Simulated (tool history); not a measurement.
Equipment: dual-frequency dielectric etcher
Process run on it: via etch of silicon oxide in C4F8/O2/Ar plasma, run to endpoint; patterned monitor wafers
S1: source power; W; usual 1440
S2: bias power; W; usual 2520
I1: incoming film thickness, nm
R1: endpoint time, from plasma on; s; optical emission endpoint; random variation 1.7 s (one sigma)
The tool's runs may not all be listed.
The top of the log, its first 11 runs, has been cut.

run    hour    S1    S2      I1     R1
 12   646.3  1440  2229  1238.2  272.8
 13   685.4  1440  2229  1238.4  270.4
      763.1  -- wet clean of the chamber
 14   763.6  1440  2229  1233.7  258.4
      807.8  -- upper electrode replaced
 15   808.3  1210  2894  1225.7  239.9
      878.2  -- bias power generator calibrated
 16   963.2  1550  2029  1235.7  273.3
 17  1024.1  1530  1899  1245.3  285.2
 18  1048.2  1440  2813  1242.2  246.6
 19  1094.9  1110  2231  1246.9  290.2
 20  1133.9  1600  2011  1233.8  277.2
 21  1165.9  1440  2520  1231.5  256.6
 22  1227.9  1440  2520  1229.8  256.1
 23  1261.7  1630  3051  1248.9  238.0
 24  1318.3  1440  3025  1252.1  245.5
     1372.7  -- source power generator calibrated
     1400.4  -- wet clean of the chamber
 25  1400.9  1440  2520  1237.8  249.2
 26  1415.0  1690  2329  1238.8  246.5
 27  1440.4  1440  2520  1234.7  248.0

Expected results for the next run?
 28  1477.0  1440  2842  1246.7   ?

R1: 243.4 s
Had the tool carried no hidden state, the very same run would have given R1 239.7 s.
